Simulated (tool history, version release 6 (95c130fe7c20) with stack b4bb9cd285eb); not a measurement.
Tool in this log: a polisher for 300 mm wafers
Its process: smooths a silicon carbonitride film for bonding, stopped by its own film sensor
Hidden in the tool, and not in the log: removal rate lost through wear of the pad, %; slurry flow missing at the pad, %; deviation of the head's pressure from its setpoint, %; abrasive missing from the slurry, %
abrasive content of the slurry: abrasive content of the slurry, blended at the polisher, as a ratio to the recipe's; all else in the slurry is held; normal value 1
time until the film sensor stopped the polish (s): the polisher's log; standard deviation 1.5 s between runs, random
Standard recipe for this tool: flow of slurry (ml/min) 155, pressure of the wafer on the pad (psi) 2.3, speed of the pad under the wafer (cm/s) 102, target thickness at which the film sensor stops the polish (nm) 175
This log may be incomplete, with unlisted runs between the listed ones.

| run | hour | flow of slurry (ml/min) | pressure of the wafer on the pad (psi) | speed of the pad under the wafer (cm/s) | abrasive content of the slurry | target thickness at which the film sensor stops the polish (nm) | wafers since the last listed run | wafers polished on this pad | hours since the slurry nozzle was cleaned | hours since the head pressure was calibrated | hours since the slurry blender was calibrated | incoming thickness of the incoming film, nm | time until the film sensor stopped the polish (s) |
|---|---|---|---|---|---|---|---|---|---|---|---|---|---|
| 1 | 0 | 155 | 2.3 | 102 | 1 | 175 | 0 | 1065 | 320.6 | 647.3 | 56.3 | 202.5 | 94.9 |
|  | 19.7 | worn pad replaced by a new one |
| 2 | 22.2 | 195 | 2.3 | 102 | 1 | 175 | 200 | 27 | 342.8 | 669.5 | 78.5 | 201.3 | 87.8 |
| 3 | 48.2 | 195 | 2.3 | 102 | 1 | 175 | 286 | 313 | 368.8 | 695.5 | 104.5 | 197.2 | 73.3 |
| 4 | 70.9 | 195 | 2.3 | 102 | 1 | 175 | 249 | 563 | 391.5 | 718.2 | 127.2 | 197.6 | 71.3 |
| 5 | 87.6 | 155 | 2.3 | 102 | 1 | 175 | 183 | 747 | 408.2 | 734.9 | 143.9 | 201.4 | 90.5 |
| 6 | 104.6 | 155 | 2.3 | 102 | 1 | 175 | 187 | 934 | 425.2 | 751.9 | 160.9 | 197.9 | 76.9 |
|  | 130.6 | worn pad replaced by a new one |
| 7 | 136.2 | 155 | 2.3 | 102 | 1 | 175 | 303 | 61 | 456.8 | 783.5 | 192.5 | 201 | 88.3 |
| 8 | 168.9 | 155 | 1.8 | 102 | 1 | 175 | 360 | 421 | 489.5 | 816.2 | 225.2 | 200.4 | 105.1 |
|  | 222.2 | slurry nozzle cleaned |
|  | 224.5 | worn pad replaced by a new one |
|  | 240.6 | head pressure recalibrated |
| 9 | 243.2 | 195 | 2.3 | 102 | 1 | 175 | 759 | 183 | 21 | 2.6 | 299.5 | 198.4 | 75.2 |
| 10 | 265.5 | 155 | 2.3 | 102 | 1 | 175 | 245 | 429 | 43.3 | 24.9 | 321.8 | 198.5 | 80.4 |
|  | 268.9 | slurry blender recalibrated |
| 11 | 291.6 | 155 | 2.3 | 102 | 1 | 175 | 265 | 694 | 69.4 | 51 | 22.7 | 200.3 | 90 |
|  | 314.8 | worn pad replaced by a new one |
| 12 | 316.6 | 200 | 1.9 | 102 | 1 | 175 | 231 | 20 | 94.4 | 76 | 47.7 | 200.7 | 95.3 |
| 13 | 350.6 | 155 | 2.3 | 102 | 0.75 | 175 | 374 | 394 | 128.4 | 110 | 81.7 | 199 | 92.1 |
| 14 | 363.3 | 155 | 2.3 | 88 | 1 | 171 | 139 | 534 | 141.1 | 122.7 | 94.4 | 199.1 | 105.1 |

List, for all runs, the conditions of the tool that the log does not record:
removal rate lost through wear of the pad, %: 0, the same for each run
slurry flow missing at the pad, %: 0, the same for each run
deviation of the head's pressure from its setpoint, %: 0, the same for each run
abrasive missing from the slurry, %: 0, the same for each run
